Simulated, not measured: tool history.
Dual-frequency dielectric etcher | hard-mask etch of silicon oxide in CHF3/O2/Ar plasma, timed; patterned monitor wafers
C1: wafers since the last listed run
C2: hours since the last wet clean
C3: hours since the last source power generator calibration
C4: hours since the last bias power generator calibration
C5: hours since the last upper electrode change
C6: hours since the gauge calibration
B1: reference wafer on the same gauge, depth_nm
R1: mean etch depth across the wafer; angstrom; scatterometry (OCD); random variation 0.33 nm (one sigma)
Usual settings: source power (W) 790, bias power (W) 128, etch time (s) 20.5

Run 1, hour 0.0: usual settings but bias power (W) 142; C1 0; C2 154.7; C3 2849.2; C4 2724.3; C5 1336.7; C6 1022.1; B1 38.34. Result: R1 486.9 angstrom.
Run 2, hour 61.3: usual settings but bias power (W) 142; C1 752; C2 216.0; C3 2910.5; C4 2785.6; C5 1398.0; C6 1083.4; B1 38.32. Result: R1 485.1 angstrom.
Run 3, hour 115.9: usual settings but bias power (W) 142; C1 670; C2 270.6; C3 2965.1; C4 2840.2; C5 1452.6; C6 1138.0; B1 38.29. Result: R1 484.7 angstrom.
Run 4, hour 173.6: usual settings but bias power (W) 112; C1 708; C2 328.3; C3 3022.8; C4 2897.9; C5 1510.3; C6 1195.7; B1 38.24. Result: R1 433.5 angstrom.
Run 5, hour 258.1: usual settings but bias power (W) 112; C1 1036; C2 412.8; C3 3107.3; C4 2982.4; C5 1594.8; C6 1280.2; B1 38.25. Result: R1 434.1 angstrom.
Run 6, hour 364.1: usual settings; C1 1300; C2 518.8; C3 3213.3; C4 3088.4; C5 1700.8; C6 1386.2; B1 38.16. Result: R1 463.9 angstrom.
At hour 423.8: wet clean of the chamber.
Run 7, hour 432.8: usual settings; C1 548; C2 9.0; C3 3282.0; C4 3157.1; C5 1769.5; C6 1454.9; B1 38.14. Result: R1 466.3 angstrom.
Run 8, hour 489.6: usual settings but source power (W) 640; C1 697; C2 65.8; C3 3338.8; C4 3213.9; C5 1826.3; C6 1511.7; B1 37.97. Result: R1 406.0 angstrom.
Run 9, hour 542.1: usual settings but source power (W) 640; C1 644; C2 118.3; C3 3391.3; C4 3266.4; C5 1878.8; C6 1564.2; B1 37.97. Result: R1 401.1 angstrom.
Run 10, hour 613.8: usual settings but source power (W) 640; C1 879; C2 190.0; C3 3463.0; C4 3338.1; C5 1950.5; C6 1635.9; B1 38.01. Result: R1 403.3 angstrom.
Run 11, hour 676.1: usual settings; C1 764; C2 252.3; C3 3525.3; C4 3400.4; C5 2012.8; C6 1698.2; B1 37.82. Result: R1 456.2 angstrom.
Run 12, hour 765.1: usual settings but bias power (W) 139; C1 1092; C2 341.3; C3 3614.3; C4 3489.4; C5 2101.8; C6 1787.2; B1 37.85. Result: R1 476.7 angstrom.
Run 13, hour 815.9: usual settings but bias power (W) 139; C1 623; C2 392.1; C3 3665.1; C4 3540.2; C5 2152.6; C6 1838.0; B1 37.82. Result: R1 473.3 angstrom.
At hour 840.2: upper electrode replaced.
Run 14, hour 882.9: usual settings but bias power (W) 139; C1 527; C2 459.1; C3 3732.1; C4 3607.2; C5 42.7; C6 1905.0; B1 37.77. Result: R1 471.8 angstrom.
Run 15, hour 930.1: usual settings; C1 579; C2 506.3; C3 3779.3; C4 3654.4; C5 89.9; C6 1952.2; B1 37.66. Result: R1 452.4 angstrom.
At hour 999.5: wet clean of the chamber.
Run 16, hour 1000.0: usual settings but source power (W) 670; C1 563; C2 0.5; C3 3849.2; C4 3724.3; C5 159.8; C6 2022.1; B1 37.63. Result: R1 407.8 angstrom.
Run 17, hour 1099.4: usual settings but source power (W) 960, bias power (W) 158, etch time (s) 23.5; C1 1219; C2 99.9; C3 3948.6; C4 3823.7; C5 259.2; C6 2121.5; B1 37.61. Result: R1 635.0 angstrom.
At hour 1197.1: source power generator calibrated.
Run 18, hour 1204.1: usual settings but etch time (s) 26.0; C1 1235; C2 204.6; C3 7.0; C4 3928.4; C5 363.9; C6 2226.2; B1 37.50. Result: R1 573.2 angstrom.
Run 19, hour 1249.8: usual settings; C1 560; C2 250.3; C3 52.7; C4 3974.1; C5 409.6; C6 2271.9; B1 37.35. Result: R1 458.3 angstrom.
Run 20, hour 1320.3: usual settings but source power (W) 960, bias power (W) 158, etch time (s) 18.0; C1 865; C2 320.8; C3 123.2; C4 4044.6; C5 480.1; C6 2342.4; B1 37.42. Result: R1 483.9 angstrom.
At hour 1354.8: gauge calibrated.
Run 21, hour 1371.8: usual settings; C1 631; C2 372.3; C3 174.7; C4 4096.1; C5 531.6; C6 17.0; B1 38.76. Result: R1 469.3 angstrom.
Run 22, hour 1453.9: usual settings but etch time (s) 18.5; C1 1007; C2 454.4; C3 256.8; C4 4178.2; C5 613.7; C6 99.1; B1 38.74. Result: R1 422.6 angstrom.
At hour 1512.1: wet clean of the chamber.
Run 23, hour 1536.4: usual settings but bias power (W) 138; C1 717; C2 24.3; C3 339.3; C4 4260.7; C5 696.2; C6 181.6; B1 38.64. Result: R1 481.3 angstrom.
At hour 1566.6: bias power generator calibrated.
Run 24, hour 1609.7: usual settings but bias power (W) 141; C1 850; C2 97.6; C3 412.6; C4 43.1; C5 769.5; C6 254.9; B1 38.65. Result: R1 484.7 angstrom.
Run 25, hour 1690.4: usual settings but source power (W) 920, bias power (W) 154, etch time (s) 24.0; C1 990; C2 178.3; C3 493.3; C4 123.8; C5 850.2; C6 335.6; B1 38.63. Result: R1 647.0 angstrom.
Run 26, hour 1794.9: usual settings but source power (W) 970, bias power (W) 150, etch time (s) 26.0; C1 1282; C2 282.8; C3 597.8; C4 228.3; C5 954.7; C6 440.1; B1 38.41. Result: R1 703.0 angstrom.
Run 27, hour 1871.3: usual settings; C1 937; C2 359.2; C3 674.2; C4 304.7; C5 1031.1; C6 516.5; B1 38.54. Result: R1 467.4 angstrom.
Run 28, hour 1965.7: usual settings but source power (W) 920, bias power (W) 120, etch time (s) 24.0; C1 1158; C2 453.6; C3 768.6; C4 399.1; C5 1125.5; C6 610.9; B1 38.34. Result: R1 569.8 angstrom.
Run 29, hour 2016.4: usual settings but source power (W) 900; C1 622; C2 504.3; C3 819.3; C4 449.8; C5 1176.2; C6 661.6; B1 38.43. Result: R1 490.3 angstrom.

5 ways to go on from here, each from the tool as it stands after run 29. What would each give?
Run A, hour 2016.8: usual settings; C1 4; C2 504.7; C3 819.7; C4 450.2; C5 1176.6; C6 662.0; B1 ?. Result: R1 ?.
Run B, hour 2016.8: usual settings but etch time (s) 18.0; C1 4; C2 504.7; C3 819.7; C4 450.2; C5 1176.6; C6 662.0; B1 ?. Result: R1 ?.
Run C, hour 2016.8: usual settings but source power (W) 730, bias power (W) 109, etch time (s) 17.0; C1 4; C2 504.7; C3 819.7; C4 450.2; C5 1176.6; C6 662.0; B1 ?. Result: R1 ?.
Run D, hour 2016.8: usual settings but etch time (s) 24.0; C1 4; C2 504.7; C3 819.7; C4 450.2; C5 1176.6; C6 662.0; B1 ?. Result: R1 ?.
Run E, hour 2016.8: usual settings but bias power (W) 119; C1 4; C2 504.7; C3 819.7; C4 450.2; C5 1176.6; C6 662.0; B1 ?. Result: R1 ?.

run     B1     R1
  A  38.37  468.2
  B  38.37  411.1
  C  38.37  342.1
  D  38.37  548.2
  E  38.37  451.7
Without the tool's hidden state the same runs would have given:
run     R1
  A  477.5
  B  419.3
  C  348.9
  D  559.1
  E  460.7
